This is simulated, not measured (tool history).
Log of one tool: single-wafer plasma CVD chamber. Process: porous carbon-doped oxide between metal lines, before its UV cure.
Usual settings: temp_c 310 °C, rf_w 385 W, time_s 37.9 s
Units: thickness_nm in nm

run	hour	temp_c	rf_w	time_s	wafers since the last listed run	hours since the last thermocouple change	hours since the last RF generator calibration	hours since the showerhead was replaced	hours since the gauge calibration	read-back reference wafer on the same gauge, thickness_nm	thickness_nm
1	0	310	385	40.1	0	1581.2	2242.6	7735.5	234.6	155.931	178.839
2	7.1	310	385	40.1	200	1588.3	2249.7	7742.6	241.7	156.048	178.785
3	16.4	310	385	40.5	262	1597.6	2259	7751.9	251	156.112	179.793
# hour 19.5: gauge calibrated
4	31.9	310	385	40.5	437	1613.1	2274.5	7767.4	12.4	155.978	179.756
5	42.3	310	425	37.9	293	1623.5	2284.9	7777.8	22.8	155.953	182.202
6	55	310	425	37.9	358	1636.2	2297.6	7790.5	35.5	155.731	181.64
7	72.6	310	385	37.9	497	1653.8	2315.2	7808.1	53.1	156.082	168.159
8	80.9	310	385	37.9	234	1662.1	2323.5	7816.4	61.4	156.018	167.744
9	88.8	310	385	37.9	223	1670	2331.4	7824.3	69.3	156.2	167.983
10	95.8	318	385	37.9	197	1677	2338.4	7831.3	76.3	156.04	161.758
11	111.6	318	385	37.9	446	1692.8	2354.2	7847.1	92.1	155.974	161.485
# hour 125.9: thermocouple changed; heater temperature recalibrated
12	126.4	318	385	37.9	192	0.5	2369	7861.9	106.9	155.927	161.521
13	143.6	310	385	37.9	485	17.7	2386.2	7879.1	124.1	155.987	166.359
14	154.9	310	385	40.7	319	29	2397.5	7890.4	135.4	156.174	179.097
# hour 187.6: RF generator calibrated
15	190.2	310	385	37.9	771	64.3	2.6	7925.7	170.7	155.798	179.907
16	203.9	318	385	37.9	386	78	16.3	7939.4	184.4	156.019	173.711
17	214.3	322	385	35.4	293	88.4	26.7	7949.8	194.8	155.878	159.559
18	222.6	324	360	40	234	96.7	35	7958.1	203.1	155.996	168.747
19	239.3	310	385	37.9	471	113.4	51.7	7974.8	219.8	155.991	180.365
# hour 252.2: showerhead replaced
20	253.8	314	405	33.7	183	127.9	66.2	1.6	234.3	156.059	163.942
21	260.3	306	440	45.1	183	134.4	72.7	8.1	240.8	155.89	240.105
22	274.4	314	360	40.6	398	148.5	86.8	22.2	254.9	156.051	179.706
23	290.2	310	385	37.9	446	164.3	102.6	38	270.7	155.965	180.43
# hour 292.7: gauge calibrated
24	306.5	306	385	41.4	460	180.6	118.9	54.3	13.8	156.062	200.777
25	313.1	310	385	37.9	186	187.2	125.5	60.9	20.4	156.189	180.259
26	319.2	297	360	35.1	172	193.3	131.6	67	26.5	156.032	169.693
27	338.6	310	385	37.9	547	212.7	151	86.4	45.9	155.881	180.526
28	350.9	296	360	40.8	347	225	163.3	98.7	58.2	155.964	198.14
29	402.3	302	385	37.9	1451	276.4	214.7	150.1	109.6	156.095	186.81
30	415.6	310	385	30.7	375	289.7	228	163.4	122.9	156.085	147.278
31	426.3	317	415	37.9	302	300.4	238.7	174.1	133.6	155.836	184.236
32	443.5	310	385	37.9	485	317.6	255.9	191.3	150.8	156.077	180.112

The next listed run, before its measurement:
33	459.5	310	385	37.9	451	333.6	271.9	207.3	166.8	?	?

read-back reference wafer on the same gauge, thickness_nm: 156.285
thickness_nm: 179.973 nm
Without the tool's hidden state the same run would have given thickness_nm 180.377 nm.
